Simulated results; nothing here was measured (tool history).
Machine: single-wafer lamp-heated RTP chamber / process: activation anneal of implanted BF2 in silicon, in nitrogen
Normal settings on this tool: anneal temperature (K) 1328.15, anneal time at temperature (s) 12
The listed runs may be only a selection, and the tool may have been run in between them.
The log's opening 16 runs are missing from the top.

run	day	anneal temperature (K)	anneal time at temperature (s)	wafers since the last listed run	wafers since the last pyrometer calibration	wafers since the reflector plate was cleaned	hours since the gauge calibration	read-back reference wafer on the same gauge, sheet resistance	sheet resistance of the implanted and annealed layer (ohm/square)
17	8.012	1312.15	12	297	8490	8535	84.5	163.17	144.96
# day 8.392: pyrometer window cleaned and pyrometer calibrated
# day 8.483: reflector plate cleaned
18	8.658	1319.15	9	90	72	72	100	162.73	152.83
19	9.338	1328.15	12	281	354	354	116.3	163.06	137.13
20	9.879	1336.15	6	224	578	578	129.3	163.06	146.95
21	10.325	1338.15	8	184	763	763	140	163.01	138.03
22	10.688	1350.15	5	150	914	914	148.7	162.77	138.89
23	11.046	1328.15	12	148	1062	1062	157.3	163.36	136.74
24	11.308	1328.15	12	108	1171	1171	163.6	162.72	135.88
25	11.75	1301.15	17	183	1354	1354	174.2	162.75	155.1
26	12.167	1343.15	12	172	1527	1527	184.2	163.1	123.52
27	12.708	1328.15	8	224	1752	1752	197.2	163	145.62
28	13.317	1328.15	12	252	2004	2004	211.8	163.1	136.38
29	14.408	1347.15	12	452	2457	2457	238	162.7	119.93
30	14.929	1298.15	16	216	2673	2673	250.5	163.19	157.77

Predict each of these 4 candidate next runs independently; none follows another, all start after run 30:
A	14.946	1299.15	12	6	2680	2680	250.9	?	?
B	14.946	1320.15	18	6	2680	2680	250.9	?	?
C	14.946	1314.15	10	6	2680	2680	250.9	?	?
D	14.946	1337.15	8	6	2680	2680	250.9	?	?

run	read-back reference wafer on the same gauge, sheet resistance	sheet resistance of the implanted and annealed layer (ohm/square)
A	163.16	165.32
B	163.16	133.42
C	163.16	153.9
D	163.16	137.93
Take away the tool's hidden state, keep each run's random variation, and the runs would have read:
run	sheet resistance of the implanted and annealed layer (ohm/square)
A	168.81
B	136.17
C	157.01
D	140.51

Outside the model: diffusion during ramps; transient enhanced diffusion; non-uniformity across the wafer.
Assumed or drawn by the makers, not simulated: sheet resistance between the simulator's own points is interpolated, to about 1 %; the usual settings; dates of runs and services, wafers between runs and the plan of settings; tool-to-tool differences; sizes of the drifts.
